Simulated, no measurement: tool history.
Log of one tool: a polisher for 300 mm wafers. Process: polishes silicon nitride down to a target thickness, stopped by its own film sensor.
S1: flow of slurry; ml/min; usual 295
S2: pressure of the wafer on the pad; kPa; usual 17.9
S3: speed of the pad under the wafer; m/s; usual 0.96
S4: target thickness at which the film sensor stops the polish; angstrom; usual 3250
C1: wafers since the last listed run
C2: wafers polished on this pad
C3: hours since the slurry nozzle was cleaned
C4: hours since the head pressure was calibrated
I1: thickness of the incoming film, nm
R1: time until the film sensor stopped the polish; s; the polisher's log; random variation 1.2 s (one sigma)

run	hour	S1	S2	S3	S4	C1	C2	C3	C4	I1	R1
1	0.0	295	17.9	0.96	3250	0	4419	379.5	678.6	442.2	91.6
# hour 92.6: worn pad replaced by a new one
2	104.1	295	17.9	0.96	3250	747	85	483.6	782.7	438.5	81.5
3	183.9	295	17.9	0.96	3250	595	681	563.4	862.5	439.2	85.8
# hour 248.8: slurry nozzle cleaned
4	288.7	295	17.9	0.96	3250	775	1456	39.9	967.3	447.8	98.1
# hour 295.2: head pressure recalibrated
5	382.0	295	13.1	0.96	3250	681	2138	133.2	86.8	436.6	102.3
6	459.9	295	17.9	0.78	3250	581	2720	211.1	164.7	437.7	99.7
7	501.0	295	17.9	0.96	3250	306	3026	252.2	205.8	440.4	88.9
8	590.5	215	17.9	0.96	3250	668	3695	341.7	295.3	440.5	95.4
9	631.4	215	17.9	0.96	3250	305	4000	382.6	336.2	441.7	98.4
10	681.5	215	17.9	0.96	3250	374	4374	432.7	386.3	439.4	93.5
11	752.5	295	17.9	1.06	3250	530	4904	503.7	457.3	442.0	87.7
# hour 773.8: slurry nozzle cleaned
# hour 780.9: worn pad replaced by a new one
12	802.5	295	19.3	1.22	3250	336	161	28.7	507.3	436.0	60.6
13	884.4	295	19.3	1.22	3250	611	772	110.6	589.2	431.3	58.7
14	962.0	295	17.9	0.96	3250	579	1352	188.2	666.8	438.6	83.4
15	1165.8	295	17.9	0.96	3250	1521	2874	392.0	870.6	441.7	91.7
16	1208.7	295	17.9	0.96	3250	320	3194	434.9	913.5	439.2	90.4
17	1313.9	340	17.9	0.96	3460	785	3979	540.1	1018.7	436.5	72.3
# hour 1325.2: head pressure recalibrated
# hour 1377.4: slurry nozzle cleaned
18	1377.9	260	12.4	0.72	3430	455	4435	0.5	52.7	440.7	120.5
# hour 1444.1: worn pad replaced by a new one
19	1464.1	295	17.9	0.96	3250	613	149	86.7	138.9	436.4	75.2
20	1513.8	215	17.9	0.96	3250	371	520	136.4	188.6	437.2	79.4
21	1592.5	260	22.1	0.64	3500	587	1108	215.1	267.3	434.3	70.2
22	1635.5	295	17.9	0.96	3250	321	1429	258.1	310.3	436.2	78.7
23	1730.6	295	17.9	0.96	3070	710	2139	353.2	405.4	432.1	91.8
24	1772.3	365	17.9	0.68	3390	311	2450	394.9	447.1	444.5	101.5
25	1872.0	245	22.8	1.08	3050	744	3195	494.6	546.8	434.7	77.5
26	1909.0	200	17.9	0.96	3040	276	3471	531.6	583.8	444.2	109.9
# hour 1941.7: slurry nozzle cleaned
# hour 1975.0: worn pad replaced by a new one
27	1975.5	260	13.8	0.96	2990	459	3	33.8	650.3	444.5	122.3
28	2039.2	295	17.9	0.96	3250	475	479	97.5	714.0	438.2	81.8
29	2245.5	230	24.1	1.18	3250	1540	2019	303.8	920.3	442.6	63.5
30	2312.9	225	23.4	0.74	2930	503	2522	371.2	987.7	447.1	131.6
# hour 2383.5: head pressure recalibrated
31	2398.8	295	17.9	0.96	3540	626	3149	457.1	15.3	437.4	63.0
32	2450.7	295	13.8	1.18	3380	387	3536	509.0	67.2	438.6	77.1
# hour 2500.5: worn pad replaced by a new one
33	2501.0	295	17.9	0.96	3250	345	3	559.3	117.5	432.3	72.0
# hour 2592.5: slurry nozzle cleaned
34	2604.7	225	17.9	0.78	3250	766	770	12.2	221.2	430.6	90.9
35	2697.2	295	20.7	0.96	2940	690	1461	104.7	313.7	440.6	96.1
36	2751.7	295	13.8	1.08	3050	406	1868	159.2	368.2	442.0	107.7

How the hidden state differs across the entries between the runs, from the last listed run before each to the first after it:
Between runs 1 and 2: worn pad replaced by a new one (hour 92.6)
  removal rate lost through wear of the pad, %: 11.7 -> 2.99; deviation of the head's pressure from its setpoint, %: -6.16 -> -7.71
  measured less the result without the state, R1: +13.9 -> +6.3 s
Between runs 3 and 4: slurry nozzle cleaned (hour 248.8)
  removal rate lost through wear of the pad, %: 4.51 -> 6.51; deviation of the head's pressure from its setpoint, %: -9.04 -> -11
  measured less the result without the state, R1: +8.5 -> +12.8 s
Between runs 4 and 5: head pressure recalibrated (hour 295.2)
  removal rate lost through wear of the pad, %: 6.51 -> 8.28; deviation of the head's pressure from its setpoint, %: -11 -> 0.279
  measured less the result without the state, R1: +12.8 -> +8.3 s
Between runs 11 and 12: slurry nozzle cleaned (hour 773.8); worn pad replaced by a new one (hour 780.9)
  removal rate lost through wear of the pad, %: 15.3 -> 1.85; deviation of the head's pressure from its setpoint, %: -1.78 -> -2.27
  measured less the result without the state, R1: +14.3 -> +2.0 s
Between runs 17 and 18: head pressure recalibrated (hour 1325.2); slurry nozzle cleaned (hour 1377.4)
  removal rate lost through wear of the pad, %: 11.6 -> 12.8; deviation of the head's pressure from its setpoint, %: -10.2 -> 0.909
  measured less the result without the state, R1: +12.5 -> +14.8 s
Between runs 18 and 19: worn pad replaced by a new one (hour 1444.1)
  removal rate lost through wear of the pad, %: 12.8 -> 0.783; deviation of the head's pressure from its setpoint, %: 0.909 -> 0.741
  measured less the result without the state, R1: +14.8 -> +0.2 s
Between runs 26 and 27: slurry nozzle cleaned (hour 1941.7); worn pad replaced by a new one (hour 1975.0)
  removal rate lost through wear of the pad, %: 9.26 -> 2.21; deviation of the head's pressure from its setpoint, %: -2.54 -> -3.37
  measured less the result without the state, R1: +11.8 -> +5.2 s
Between runs 30 and 31: head pressure recalibrated (hour 2383.5)
  removal rate lost through wear of the pad, %: 8.64 -> 10.3; deviation of the head's pressure from its setpoint, %: -9.01 -> 0.807
  measured less the result without the state, R1: +18.2 -> +6.2 s
Between runs 32 and 33: worn pad replaced by a new one (hour 2500.5)
  removal rate lost through wear of the pad, %: 11.3 -> 1.96; deviation of the head's pressure from its setpoint, %: 0.764 -> 0.669
  measured less the result without the state, R1: +8.4 -> +1.1 s
Between runs 33 and 34: slurry nozzle cleaned (hour 2592.5)
  removal rate lost through wear of the pad, %: 1.96 -> 3.94; deviation of the head's pressure from its setpoint, %: 0.669 -> 0.311
  measured less the result without the state, R1: +1.1 -> +3.4 s

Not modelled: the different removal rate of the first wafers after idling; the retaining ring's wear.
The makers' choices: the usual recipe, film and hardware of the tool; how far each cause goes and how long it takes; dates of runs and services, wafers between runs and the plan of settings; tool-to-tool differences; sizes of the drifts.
